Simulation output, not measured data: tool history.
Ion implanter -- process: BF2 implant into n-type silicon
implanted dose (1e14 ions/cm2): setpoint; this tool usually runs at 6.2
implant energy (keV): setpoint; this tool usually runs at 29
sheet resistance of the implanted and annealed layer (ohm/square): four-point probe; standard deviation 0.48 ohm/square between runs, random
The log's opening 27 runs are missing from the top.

run,hour,implanted dose (1e14 ions/cm2),implant energy (keV),wafers since the last listed run,hours since the last dose calibration,hours since the extraction supply was calibrated,hours since the gauge calibration,"read-back reference wafer on the same gauge, sheet resistance",sheet resistance of the implanted and annealed layer (ohm/square)
28,718.2,7.18,23.5,149,388.3,3688,197.6,184.01,212.36
# hour 742.3: extraction supply calibrated
29,742.8,7.48,33,163,412.9,0.5,222.2,184.08,186.61
30,805.9,5.04,31.5,621,476,63.6,285.3,183.87,243.21
31,831.7,5.36,32.5,254,501.8,89.4,311.1,183.95,232.33
32,897.4,6.2,29,647,567.5,155.1,376.8,183.87,216.13
33,920.2,6.2,29,224,590.3,177.9,399.6,184.01,216.03
34,934.8,6.2,34.5,143,604.9,192.5,414.2,184.12,206.5
35,961.6,5.52,20,263,631.7,219.3,441,184.06,256.8
36,982.8,5.31,35.5,208,652.9,240.5,462.2,184,229.98
37,1002.8,6.2,21,196,672.9,260.5,482.2,183.98,236.4
38,1032.2,4.66,29,289,702.3,289.9,511.6,183.89,263.78

Branching from run 38: 3 alternative next runs. What would each branch give?
A,1032.6,6.81,29,3,702.7,290.3,512,?,?
B,1032.6,7.05,32,3,702.7,290.3,512,?,?
C,1032.6,7.86,26,3,702.7,290.3,512,?,?

run,"read-back reference wafer on the same gauge, sheet resistance",sheet resistance of the implanted and annealed layer (ohm/square)
A,183.97,204
B,183.97,194.16
C,183.97,197.32
Stripped of hidden state, with their random variation kept, the same runs would have yielded:
run,sheet resistance of the implanted and annealed layer (ohm/square)
A,204
B,194.16
C,197.32
